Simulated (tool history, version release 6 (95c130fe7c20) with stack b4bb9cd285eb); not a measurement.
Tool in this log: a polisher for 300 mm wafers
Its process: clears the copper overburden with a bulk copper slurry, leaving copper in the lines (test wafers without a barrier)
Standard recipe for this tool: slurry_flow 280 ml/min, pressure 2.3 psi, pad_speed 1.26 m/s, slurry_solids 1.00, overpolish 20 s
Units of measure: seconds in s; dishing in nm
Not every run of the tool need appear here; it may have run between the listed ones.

run     day  slurry_flow  pressure  pad_speed  slurry_solids  overpolish  incoming thickness of the incoming film, nm  seconds  dishing
  1   0.000          280       2.3       1.26           1.00          20                                        715.5     94.0     63.0
  2   3.350          280       2.3       1.26           1.00          20                                        713.3     92.6     63.3
  3   5.212          255       2.3       1.26           1.00          20                                        704.0     93.9     64.1
  4   8.904          255       2.3       1.26           1.00          20                                        706.0     91.1     64.1
     11.138  -- slurry blender recalibrated
     11.150  -- worn pad replaced by a new one
  5  12.771          255       2.3       1.26           1.00          20                                        722.2     94.2     63.2
  6  14.992          280       2.3       1.26           1.00          20                                        713.8     94.0     66.5
  7  16.650          280       2.3       1.26           1.00          20                                        712.6     90.6     63.0
     17.104  -- slurry nozzle cleaned
  8  18.333          280       2.1       1.26           1.00          17                                        710.0     98.8     55.7
  9  20.642          280       2.1       1.26           1.00          17                                        722.3    102.4     55.7
 10  23.604          280       2.3       1.26           1.00          15                                        709.2     88.1     54.6
 11  26.942          280       2.3       1.26           1.20          20                                        706.2     84.2     66.2
     27.025  -- slurry blender recalibrated
     27.679  -- head pressure recalibrated
 12  29.012          280       1.7       1.26           0.80          20                                        704.9    127.8     52.5
     30.650  -- worn pad replaced by a new one
 13  33.367          280       1.7       1.26           0.80          20                                        710.0    123.4     52.7
 14  36.338          280       2.3       1.26           1.00          20                                        697.2     82.4     68.4
     38.675  -- head pressure recalibrated, repeated, since the last time left the tool worse
 15  39.288          280       2.3       1.26           1.00          20                                        707.3     94.4     62.8
 16  42.483          280       2.3       1.26           1.00          20                                        703.7     93.4     62.5
 17  44.917          250       2.3       1.26           1.00          20                                        721.6     95.2     63.2
     45.333  -- slurry blender recalibrated
     46.175  -- slurry nozzle cleaned
     49.233  -- worn pad replaced by a new one
 18  53.046          280       2.3       1.26           0.80          20                                        707.6     99.8     61.7
 19  56.304          280       2.3       1.26           1.00          20                                        703.8     91.8     64.0
 20  57.929          280       2.3       1.26           1.00          16                                        700.6     88.1     58.3
 21  60.829          280       2.3       1.26           1.00          20                                        706.0     88.8     63.9
     63.033  -- slurry blender recalibrated
 22  64.800          350       3.0       1.38           1.00          20                                        710.1     62.6     78.1
 23  67.812          280       2.3       1.26           1.00          20                                        711.8     90.3     66.6
     68.283  -- worn pad replaced by a new one
 24  71.750          280       2.3       1.26           0.80          29                                        723.8     98.7     73.1
     73.800  -- head pressure recalibrated
     74.354  -- slurry nozzle cleaned
     79.962  -- slurry blender recalibrated
 25  80.858          330       2.8       1.40           1.00          20                                        709.4     71.0     74.0
 26  82.842          235       2.3       1.26           1.00          13                                        709.1     94.0     48.5
     85.571  -- worn pad replaced by a new one
 27  85.592          280       2.7       0.92           1.15          10                                        712.5     89.1     43.2

4 options for the next run, each taken on its own from the tool as it stands now. Forecast them:
  A  85.612          280       2.3       0.86           1.00          20                                        710.8        ?        ?
  B  85.612          280       2.3       0.94           1.00          28                                        710.8        ?        ?
  C  85.612          245       2.3       1.26           1.00          16                                        710.8        ?        ?
  D  85.612          205       2.3       1.26           1.00          30                                        710.8        ?        ?

run  seconds  dishing
  A    116.9     57.3
  B    111.3     69.3
  C     94.1     57.1
  D     95.3     75.4
Without the tool's unlogged condition, the same runs would have read:
run  seconds  dishing
  A    122.3     55.5
  B    116.4     67.5
  C     98.5     55.3
  D     99.7     73.7
